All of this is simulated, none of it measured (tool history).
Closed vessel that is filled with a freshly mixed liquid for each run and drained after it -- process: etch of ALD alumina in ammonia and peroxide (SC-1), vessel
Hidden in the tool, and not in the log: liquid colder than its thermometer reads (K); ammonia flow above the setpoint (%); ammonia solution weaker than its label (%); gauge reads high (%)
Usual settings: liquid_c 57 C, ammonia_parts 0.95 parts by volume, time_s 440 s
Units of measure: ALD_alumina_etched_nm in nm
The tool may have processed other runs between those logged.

run    hour  liquid_c  ammonia_parts  time_s  wafers since the last listed run  hours since the thermometer was replaced  hours since the ammonia flow meter was replaced  hours since the drum of ammonia solution was connected  hours since the gauge calibration  read-back film thickness of the ALD alumina reference wafer, read on the same gauge (nm)  ALD_alumina_etched_nm
  1       0        57           0.95     440                                 0                                    1386.7                                              637                                                     776                              898.8                                                                                    130.01                  51.89
       11.1  -- new drum of ammonia solution connected
  2      73        57           0.95     440                              4096                                    1459.7                                              710                                                    61.9                              971.8                                                                                       130                  51.89
      131.2  -- thermometer replaced
        144  -- ammonia flow meter replaced
  3   148.7        57           0.95     545                              4193                                      17.5                                              4.7                                                   137.6                             1047.5                                                                                       130                  66.23
      196.1  -- gauge calibrated
  4   214.9        57           0.95     545                              3766                                      83.7                                             70.9                                                   203.8                               18.8                                                                                    129.98                  66.87
  5   273.8        57           0.95     545                              3351                                     142.6                                            129.8                                                   262.7                               77.7                                                                                    130.01                  66.66
  6   316.6        57           0.95     440                              2435                                     185.4                                            172.6                                                   305.5                              120.5                                                                                       130                  53.85
  7   413.5        57           0.95     440                              5513                                     282.3                                            269.5                                                   402.4                              217.4                                                                                    130.01                  53.72
  8   461.8      62.5           0.95     440                              2748                                     330.6                                            317.8                                                   450.7                              265.7                                                                                    130.01                  71.17
  9   500.3        57            0.8     440                              2190                                     369.1                                            356.3                                                   489.2                              304.2                                                                                    129.99                  52.53
 10   569.8        57            0.8     440                              3954                                     438.6                                            425.8                                                   558.7                              373.7                                                                                    130.01                  52.36
 11   635.7        57            0.8     255                              3749                                     504.5                                            491.7                                                   624.6                              439.6                                                                                       130                   29.8
 12     710        57            0.8     255                              4227                                     578.8                                              566                                                   698.9                              513.9                                                                                       130                  30.62
 13   765.6        57            0.8     255                              3163                                     634.4                                            621.6                                                   754.5                              569.5                                                                                    129.99                  30.22
 14   805.5        57           0.95     440                              2270                                     674.3                                            661.5                                                   794.4                              609.4                                                                                       130                  52.68
 15   863.4        63           0.95     520                              3294                                     732.2                                            719.4                                                   852.3                              667.3                                                                                       130                  85.09
 16   926.5        57            0.8     440                              3590                                     795.3                                            782.5                                                   915.4                              730.4                                                                                       130                  52.63
      929.5  -- ammonia flow meter replaced
 17   994.4        57            1.2     440                              3806                                     863.2                                             64.9                                                   983.3                              798.3                                                                                    129.99                  53.13
      999.1  -- new drum of ammonia solution connected
 18  1078.6        57           0.95     440                              4733                                     947.4                                            149.1                                                    79.5                              882.5                                                                                       130                  52.23
 19  1118.1      65.5           0.95     240                              2247                                     986.9                                            188.6                                                     119                                922                                                                                    130.01                  44.04

Run 20 has not been measured yet. What should we expect?
 20  1158        57           0.95     440                              2270                                    1026.8                                            228.5                                                   158.9                              961.9                                                                                         ?                      ?

Run 20 gave read-back film thickness of the ALD alumina reference wafer, read on the same gauge (nm) 130, ALD_alumina_etched_nm 52.62 nm.
With the hidden condition absent and the run-to-run variation left alone, this run would have shown ALD_alumina_etched_nm 54.64 nm.
